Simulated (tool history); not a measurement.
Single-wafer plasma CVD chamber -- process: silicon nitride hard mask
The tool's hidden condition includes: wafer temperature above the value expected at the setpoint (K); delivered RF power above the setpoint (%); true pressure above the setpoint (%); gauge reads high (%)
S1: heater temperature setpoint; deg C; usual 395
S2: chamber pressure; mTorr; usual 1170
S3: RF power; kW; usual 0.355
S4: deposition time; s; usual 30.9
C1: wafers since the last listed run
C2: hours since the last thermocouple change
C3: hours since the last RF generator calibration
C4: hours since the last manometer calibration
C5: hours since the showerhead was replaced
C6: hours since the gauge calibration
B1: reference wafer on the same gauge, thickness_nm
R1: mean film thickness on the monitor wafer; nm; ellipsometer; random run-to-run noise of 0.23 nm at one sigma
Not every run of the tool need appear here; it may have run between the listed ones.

run 1 day=0 | S1=395 S2=1170 S3=0.355 S4=29.2 | C1=0 C2=2425.4 C3=1164.8 C4=612.6 C5=4687.2 C6=680.5 | B1=35.968 | R1=37.888
run 2 day=3.658 | S1=395 S2=1170 S3=0.355 S4=29.2 | C1=1780 C2=2513.2 C3=1252.6 C4=700.4 C5=4775 C6=768.3 | B1=35.942 | R1=37.297
run 3 day=6.721 | S1=395 S2=1170 S3=0.355 S4=29.2 | C1=1490 C2=2586.7 C3=1326.1 C4=773.9 C5=4848.5 C6=841.8 | B1=36.002 | R1=37.557
-- day=10.971 RF generator calibrated
run 4 day=11.112 | S1=395 S2=1170 S3=0.355 S4=30.9 | C1=1974 C2=2692.1 C3=3.4 C4=879.3 C5=4953.9 C6=947.2 | B1=35.953 | R1=39.569
-- day=17.392 thermocouple changed; heater temperature recalibrated
run 5 day=18.317 | S1=388 S2=1170 S3=0.38 S4=30.9 | C1=3343 C2=22.2 C3=176.3 C4=1052.2 C5=5126.8 C6=1120.1 | B1=36.028 | R1=41.545
run 6 day=20.062 | S1=388 S2=1170 S3=0.38 S4=30.9 | C1=849 C2=64.1 C3=218.2 C4=1094.1 C5=5168.7 C6=1162 | B1=36.052 | R1=41.466
run 7 day=22.325 | S1=395 S2=1320 S3=0.355 S4=30.9 | C1=1100 C2=118.4 C3=272.5 C4=1148.4 C5=5223 C6=1216.3 | B1=36.03 | R1=40.713
run 8 day=26.362 | S1=395 S2=1170 S3=0.355 S4=35.5 | C1=1964 C2=215.3 C3=369.4 C4=1245.3 C5=5319.9 C6=1313.2 | B1=36.077 | R1=45.423
run 9 day=28.417 | S1=395 S2=1170 S3=0.355 S4=35.5 | C1=999 C2=264.6 C3=418.7 C4=1294.6 C5=5369.2 C6=1362.5 | B1=35.954 | R1=45.206
run 10 day=30.538 | S1=395 S2=1170 S3=0.355 S4=30.9 | C1=1031 C2=315.5 C3=469.6 C4=1345.5 C5=5420.1 C6=1413.4 | B1=36.026 | R1=39.456
run 11 day=32.475 | S1=386 S2=1170 S3=0.385 S4=34.9 | C1=942 C2=362 C3=516.1 C4=1392 C5=5466.6 C6=1459.9 | B1=36.004 | R1=47.687
run 12 day=39.946 | S1=395 S2=1170 S3=0.385 S4=30.9 | C1=3635 C2=541.3 C3=695.4 C4=1571.3 C5=5645.9 C6=1639.2 | B1=35.986 | R1=41.548
-- day=41.971 capacitance manometer re-zeroed and calibrated
run 13 day=43.575 | S1=408 S2=1170 S3=0.355 S4=30.9 | C1=1603 C2=628.4 C3=782.5 C4=38.5 C5=5733 C6=1726.3 | B1=35.947 | R1=38.877
run 14 day=46.617 | S1=389 S2=1170 S3=0.355 S4=29.1 | C1=1479 C2=701.4 C3=855.5 C4=111.5 C5=5806 C6=1799.3 | B1=36.002 | R1=36.781
run 15 day=50.604 | S1=386 S2=1170 S3=0.385 S4=27.5 | C1=1940 C2=797.1 C3=951.2 C4=207.2 C5=5901.7 C6=1895 | B1=36.057 | R1=36.843
run 16 day=53.5 | S1=405 S2=1170 S3=0.355 S4=32.8 | C1=1408 C2=866.6 C3=1020.7 C4=276.7 C5=5971.2 C6=1964.5 | B1=36.032 | R1=41.196
run 17 day=57.146 | S1=395 S2=1380 S3=0.355 S4=26.2 | C1=1773 C2=954.1 C3=1108.2 C4=364.2 C5=6058.7 C6=2052 | B1=35.981 | R1=35.114
run 18 day=60.521 | S1=395 S2=1170 S3=0.355 S4=34.4 | C1=1642 C2=1035.1 C3=1189.2 C4=445.2 C5=6139.7 C6=2133 | B1=35.998 | R1=43.26
run 19 day=63.95 | S1=395 S2=1170 S3=0.355 S4=30.9 | C1=1668 C2=1117.4 C3=1271.5 C4=527.5 C5=6222 C6=2215.3 | B1=36.026 | R1=38.637
-- day=65.533 capacitance manometer re-zeroed and calibrated, repeated, since the last time left the tool worse
-- day=67.942 showerhead replaced
run 20 day=67.962 | S1=395 S2=960 S3=0.355 S4=35.6 | C1=1627 C2=1213.7 C3=1367.8 C4=58.3 C5=0.5 C6=2311.6 | B1=35.972 | R1=43.536
-- day=68.658 RF generator calibrated
-- day=69.062 gauge calibrated
run 21 day=70.883 | S1=404 S2=1330 S3=0.355 S4=30.9 | C1=1258 C2=1283.8 C3=53.4 C4=128.4 C5=70.6 C6=43.7 | B1=36.049 | R1=41.325
run 22 day=74.625 | S1=395 S2=1170 S3=0.355 S4=29.2 | C1=1820 C2=1373.6 C3=143.2 C4=218.2 C5=160.4 C6=133.5 | B1=35.963 | R1=37.789
run 23 day=76.862 | S1=395 S2=1170 S3=0.355 S4=30.9 | C1=1088 C2=1427.3 C3=196.9 C4=271.9 C5=214.1 C6=187.2 | B1=35.983 | R1=40.234
run 24 day=79.117 | S1=395 S2=1170 S3=0.385 S4=32.6 | C1=1096 C2=1481.4 C3=251 C4=326 C5=268.2 C6=241.3 | B1=35.981 | R1=44.685
run 25 day=82.054 | S1=385 S2=1170 S3=0.33 S4=25.9 | C1=1429 C2=1551.9 C3=321.5 C4=396.5 C5=338.7 C6=311.8 | B1=36.009 | R1=31.991
run 26 day=85.879 | S1=395 S2=1170 S3=0.355 S4=30.9 | C1=1861 C2=1643.7 C3=413.3 C4=488.3 C5=430.5 C6=403.6 | B1=36.01 | R1=39.788
run 27 day=87.708 | S1=395 S2=1170 S3=0.355 S4=30.9 | C1=890 C2=1687.6 C3=457.2 C4=532.2 C5=474.4 C6=447.5 | B1=35.967 | R1=39.544
run 28 day=91.817 | S1=395 S2=1170 S3=0.355 S4=30.9 | C1=1998 C2=1786.2 C3=555.8 C4=630.8 C5=573 C6=546.1 | B1=35.985 | R1=39.72
run 29 day=93.492 | S1=399 S2=1050 S3=0.355 S4=27.1 | C1=814 C2=1826.4 C3=596 C4=671 C5=613.2 C6=586.3 | B1=36.027 | R1=33.723

Run-by-run hidden state of the tool:
wafer temperature above the value expected at the setpoint (K): 0 on each run
delivered RF power above the setpoint (%): 0 on each run
gauge reads high (%): 0 on each run
H1: true pressure above the setpoint (%)
run=1 H1=-3.36
run=2 H1=-3.57
run=3 H1=-3.73
run=4 H1=-3.91
run=5 H1=-4.13
run=6 H1=-4.17
run=7 H1=-4.23
run=8 H1=-4.3
run=9 H1=-4.34
run=10 H1=-4.37
run=11 H1=-4.4
run=12 H1=-4.48
run=13 H1=-7.66
run=14 H1=-8.24
run=15 H1=-8.89
run=16 H1=-9.29
run=17 H1=-9.71
run=18 H1=-10
run=19 H1=-10.3
run=20 H1=-0.362
run=21 H1=-0.905
run=22 H1=-1.5
run=23 H1=-1.8
run=24 H1=-2.07
run=25 H1=-2.39
run=26 H1=-2.74
run=27 H1=-2.88
run=28 H1=-3.16
run=29 H1=-3.26
